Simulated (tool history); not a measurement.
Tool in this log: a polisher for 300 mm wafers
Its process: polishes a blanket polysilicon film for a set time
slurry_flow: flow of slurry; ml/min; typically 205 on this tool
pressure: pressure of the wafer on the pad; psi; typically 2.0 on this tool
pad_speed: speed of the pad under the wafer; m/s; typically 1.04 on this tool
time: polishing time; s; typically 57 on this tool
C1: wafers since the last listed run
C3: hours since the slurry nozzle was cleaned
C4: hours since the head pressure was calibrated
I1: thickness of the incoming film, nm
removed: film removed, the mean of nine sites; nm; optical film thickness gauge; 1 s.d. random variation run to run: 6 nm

Run 1, day 0.000: usual settings; C1 0; wafers polished on this pad 11707; C3 610.6; C4 429.0; I1 1149.2. Result: removed 364.5 nm.
At day 3.162: worn pad replaced by a new one.
Run 2, day 3.988: usual settings; C1 1393; wafers polished on this pad 301; C3 706.3; C4 524.7; I1 1145.0. Result: removed 392.9 nm.
Run 3, day 6.246: usual settings; C1 823; wafers polished on this pad 1125; C3 760.5; C4 578.9; I1 1130.7. Result: removed 397.5 nm.
Run 4, day 9.462: usual settings; C1 1173; wafers polished on this pad 2298; C3 837.7; C4 656.1; I1 1149.0. Result: removed 413.9 nm.
At day 11.046: slurry nozzle cleaned.
At day 12.354: head pressure recalibrated.
Run 5, day 13.104: usual settings; C1 1282; wafers polished on this pad 3580; C3 49.4; C4 18.0; I1 1162.2. Result: removed 396.0 nm.
Run 6, day 16.267: usual settings; C1 1153; wafers polished on this pad 4733; C3 125.3; C4 93.9; I1 1148.0. Result: removed 401.8 nm.
Run 7, day 20.458: usual settings; C1 1528; wafers polished on this pad 6262; C3 225.9; C4 194.5; I1 1130.6. Result: removed 387.5 nm.
Run 8, day 25.754: usual settings; C1 1931; wafers polished on this pad 8193; C3 353.0; C4 321.6; I1 1136.3. Result: removed 388.4 nm.
Run 9, day 27.879: usual settings; C1 774; wafers polished on this pad 8968; C3 404.0; C4 372.6; I1 1149.8. Result: removed 378.0 nm.
Run 10, day 30.042: usual settings; C1 788; wafers polished on this pad 9757; C3 455.9; C4 424.5; I1 1153.1. Result: removed 365.9 nm.
Run 11, day 33.592: usual settings; C1 1294; wafers polished on this pad 11052; C3 541.1; C4 509.7; I1 1134.4. Result: removed 372.4 nm.
Run 12, day 37.471: usual settings but pad_speed 1.26 m/s; C1 1414; wafers polished on this pad 12466; C3 634.2; C4 602.8; I1 1145.8. Result: removed 425.8 nm.
At day 39.325: worn pad replaced by a new one.
Run 13, day 41.154: usual settings; C1 1282; wafers polished on this pad 666; C3 722.6; C4 691.2; I1 1158.0. Result: removed 397.1 nm.
At day 42.342: head pressure recalibrated.
Run 14, day 44.896: usual settings but slurry_flow 180 ml/min, time 76 s; C1 1334; wafers polished on this pad 2001; C3 812.4; C4 61.3; I1 1135.3. Result: removed 538.7 nm.
At day 46.038: slurry nozzle cleaned.
Run 15, day 46.850: usual settings but pressure 2.3 psi, pad_speed 0.74 m/s; C1 697; wafers polished on this pad 2698; C3 19.5; C4 108.2; I1 1149.7. Result: removed 328.7 nm.
Run 16, day 48.467: usual settings but slurry_flow 185 ml/min, pressure 2.4 psi, time 42 s; C1 589; wafers polished on this pad 3288; C3 58.3; C4 147.0; I1 1157.2. Result: removed 349.3 nm.
Run 17, day 50.875: usual settings but slurry_flow 150 ml/min, pad_speed 0.72 m/s, time 46 s; C1 878; wafers polished on this pad 4166; C3 116.1; C4 204.8; I1 1130.5. Result: removed 215.6 nm.
Run 18, day 53.458: usual settings; C1 942; wafers polished on this pad 5108; C3 178.1; C4 266.8; I1 1146.0. Result: removed 394.6 nm.

Run 19, settings as shown, results not yet in. Your forecast:
Run 19, day 56.721: usual settings but slurry_flow 260 ml/min, pressure 1.4 psi, pad_speed 1.38 m/s, time 52 s; C1 1189; wafers polished on this pad 6298; C3 256.4; C4 345.1; I1 1159.8. Result: removed ?.

removed: 343.4 nm
Were there no unlogged condition in the tool, this run, its random variation unchanged, would have produced removed 358.1 nm.
